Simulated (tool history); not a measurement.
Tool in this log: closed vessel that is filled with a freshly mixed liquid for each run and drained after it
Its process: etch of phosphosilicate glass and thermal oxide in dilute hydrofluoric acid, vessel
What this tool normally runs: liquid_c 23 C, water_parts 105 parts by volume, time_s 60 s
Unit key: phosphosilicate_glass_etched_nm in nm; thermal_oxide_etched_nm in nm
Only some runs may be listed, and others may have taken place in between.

| run | day | liquid_c | water_parts | time_s | wafers since the last listed run | hours since the thermometer was replaced | hours since the hydrofluoric acid flow meter was replaced | hours since the gauge calibration | read-back film thickness of the phosphosilicate glass reference wafer, read on the same gauge (nm) | read-back film thickness of the thermal oxide reference wafer, read on the same gauge (nm) | phosphosilicate_glass_etched_nm | thermal_oxide_etched_nm |
|---|---|---|---|---|---|---|---|---|---|---|---|---|
| 1 | 0 | 23 | 105 | 60 | 0 | 2418.1 | 1641.4 | 140 | 140 | 139.976 | 70.96 | 2.369 |
| 2 | 1.229 | 23 | 105 | 60 | 2272 | 2447.6 | 1670.9 | 169.5 | 139.99 | 140.014 | 70.36 | 2.368 |
| 3 | 2.375 | 23 | 105 | 60 | 2118 | 2475.1 | 1698.4 | 197 | 140.01 | 140.002 | 70.53 | 2.352 |
| 4 | 3.212 | 23 | 105 | 60 | 1548 | 2495.2 | 1718.5 | 217.1 | 140.02 | 140.02 | 70.27 | 2.378 |
| 5 | 3.846 | 23 | 105 | 60 | 1170 | 2510.4 | 1733.7 | 232.3 | 140 | 139.975 | 70.61 | 2.33 |
| 6 | 4.404 | 23 | 105 | 60 | 1032 | 2523.8 | 1747.1 | 245.7 | 140.01 | 140.004 | 70.73 | 2.382 |
|  | 5.783 | hydrofluoric acid flow meter replaced |
| 7 | 5.829 | 23 | 105 | 60 | 2557 | 2558 | 1.1 | 279.9 | 140.04 | 140.029 | 70.56 | 2.359 |
| 8 | 6.692 | 23 | 105 | 60 | 1594 | 2578.7 | 21.8 | 300.6 | 140.01 | 139.966 | 70.92 | 2.349 |
|  | 6.721 | gauge calibrated |
| 9 | 7.358 | 23 | 120 | 60 | 1232 | 2594.7 | 37.8 | 15.3 | 140.01 | 139.987 | 60.32 | 2.002 |
| 10 | 8.262 | 23 | 120 | 60 | 1671 | 2616.4 | 59.5 | 37 | 140.02 | 140.011 | 60.87 | 2.008 |
| 11 | 9 | 21 | 150 | 50 | 1363 | 2634.1 | 77.2 | 54.7 | 140 | 139.998 | 36.22 | 1.21 |
| 12 | 9.679 | 28 | 105 | 60 | 1255 | 2650.4 | 93.5 | 71 | 139.98 | 139.953 | 85.61 | 2.884 |

Run 13 is up next; what results do you expect?
| 13 | 10.767 | 23 | 75 | 40 | 2010 | 2676.5 | 119.6 | 97.1 | ? | ? | ? | ? |

read-back film thickness of the phosphosilicate glass reference wafer, read on the same gauge (nm): 139.98
read-back film thickness of the thermal oxide reference wafer, read on the same gauge (nm): 139.974
phosphosilicate_glass_etched_nm: 68.04 nm
thermal_oxide_etched_nm: 2.291 nm
If the tool had no hidden condition, the same run with the same run-to-run variation would have returned phosphosilicate_glass_etched_nm 68.04 nm, thermal_oxide_etched_nm 2.291 nm.

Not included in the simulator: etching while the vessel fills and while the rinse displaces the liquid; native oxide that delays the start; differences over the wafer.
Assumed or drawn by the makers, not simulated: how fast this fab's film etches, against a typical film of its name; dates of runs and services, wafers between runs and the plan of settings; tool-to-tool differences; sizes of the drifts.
